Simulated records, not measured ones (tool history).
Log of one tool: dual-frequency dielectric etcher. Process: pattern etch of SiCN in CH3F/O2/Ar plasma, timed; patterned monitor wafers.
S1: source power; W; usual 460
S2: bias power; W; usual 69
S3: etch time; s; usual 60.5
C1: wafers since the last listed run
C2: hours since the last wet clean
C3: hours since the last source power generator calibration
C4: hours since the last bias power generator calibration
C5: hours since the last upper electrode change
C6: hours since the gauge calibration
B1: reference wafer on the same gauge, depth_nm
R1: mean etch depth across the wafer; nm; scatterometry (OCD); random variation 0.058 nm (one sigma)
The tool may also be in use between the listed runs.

run   hour   S1  S2    S3   C1     C2      C3      C4      C5     C6     B1     R1
  1      0  460  69  60.5    0    369    1319  2957.2  3253.3  424.7  29.37  24.93
  2   17.6  530  69  60.5  138  386.6  1336.6  2974.8  3270.9  442.3  29.33  26.17
  3   33.7  460  69  60.5  126  402.7  1352.7  2990.9    3287  458.4  29.33  24.82
  4   48.3  460  69  60.5  114  417.3  1367.3  3005.5  3301.6    473  29.32  24.88
  5   64.6  460  69  60.5  128  433.6  1383.6  3021.8  3317.9  489.3  29.32  24.69
  6   77.2  460  69  55.5   99  446.2  1396.2  3034.4  3330.5  501.9  29.27  22.75
     108.9  -- wet clean of the chamber
  7  109.4  460  69  55.5   64    0.5  1428.4  3066.6  3362.7  534.1  29.25  22.62
  8  121.8  460  69  67.5   97   12.9  1440.8    3079  3375.1  546.5  29.25  27.59
  9  145.1  460  69  67.5  183   36.2  1464.1  3102.3  3398.4  569.8  29.22   27.6
 10  180.2  460  69  60.5  276   71.3  1499.2  3137.4  3433.5  604.9  29.19  24.63
     232.7  -- source power generator calibrated
 11  239.7  460  69  60.5  436  130.8       7  3196.9    3493  664.4  29.11  24.71
     240.2  -- gauge calibrated
 12  274.9  460  69  60.5  277    166    42.2  3232.1  3528.2   34.7   29.7  25.17
 13  301.5  370  69  60.5  209  192.6    68.8  3258.7  3554.8   61.3  29.67  23.28
 14  320.1  370  69  60.5  146  211.2    87.4  3277.3  3573.4   79.9  29.66  23.28
 15  345.9  360  54  72.5  203    237   113.2  3303.1  3599.2  105.7  29.62  26.34
       370  -- upper electrode replaced
 16  378.1  460  69  71.5   64  269.2   145.4  3335.3     8.1  137.9  29.59   29.7
     396.6  -- bias power generator calibrated
 17  404.4  390  69    48  175  295.5   171.7     7.8    34.4  164.2  29.57   18.7
 18  438.9  460  58  60.5  271    330   206.2    42.3    68.9  198.7  29.51  24.11
 19  473.6  420  55  50.5  273  364.7   240.9      77   103.6  233.4  29.49  19.33
       511  -- wet clean of the chamber
 20  511.5  460  69    47  109    0.5   278.8   114.9   141.5  271.3  29.47   19.4
 21    540  530  69    71  224     29   307.3   143.4     170  299.8  29.43  30.78
 22  566.8  420  81  72.5  210   55.8   334.1   170.2   196.8  326.6  29.42  29.85
 23  587.3  410  58    76  161   76.3   354.6   190.7   217.3  347.1  29.39     29
 24  611.6  460  69  60.5  191  100.6   378.9     215   241.6  371.4  29.37     25
 25  627.8  570  69    54  127  116.8   395.1   231.2   257.8  387.6  29.33  23.94
 26  645.6  520  56  78.5  140  134.6   412.9     249   275.6  405.4  29.32  32.39
 27  670.6  460  69  60.5  196  159.6   437.9     274   300.6  430.4  29.29  24.91
 28  691.7  350  52    49  166  180.7     459   295.1   321.7  451.5  29.25  17.23

Hidden state at the last listed run before each entry between runs and at the first one after, where it differs:
Between runs 6 and 7: wet clean of the chamber (hour 108.9)
  gauge reads high (%): -1.72 -> -1.83
  measured less the result without the state, R1: -0.4 -> -0.42 nm
Between runs 10 and 11: source power generator calibrated (hour 232.7)
  gauge reads high (%): -2.07 -> -2.28
  measured less the result without the state, R1: -0.52 -> -0.57 nm
Between runs 11 and 12: gauge calibrated (hour 240.2)
  gauge reads high (%): -2.28 -> -0.315
  measured less the result without the state, R1: -0.57 -> -0.07 nm
Between runs 15 and 16: upper electrode replaced (hour 370)
  gauge reads high (%): -0.561 -> -0.672
  measured less the result without the state, R1: -0.15 -> -0.2 nm
Between runs 16 and 17: bias power generator calibrated (hour 396.6)
  gauge reads high (%): -0.672 -> -0.763
  measured less the result without the state, R1: -0.2 -> -0.14 nm
Between runs 19 and 20: wet clean of the chamber (hour 511)
  gauge reads high (%): -1 -> -1.13
  measured less the result without the state, R1: -0.2 -> -0.23 nm

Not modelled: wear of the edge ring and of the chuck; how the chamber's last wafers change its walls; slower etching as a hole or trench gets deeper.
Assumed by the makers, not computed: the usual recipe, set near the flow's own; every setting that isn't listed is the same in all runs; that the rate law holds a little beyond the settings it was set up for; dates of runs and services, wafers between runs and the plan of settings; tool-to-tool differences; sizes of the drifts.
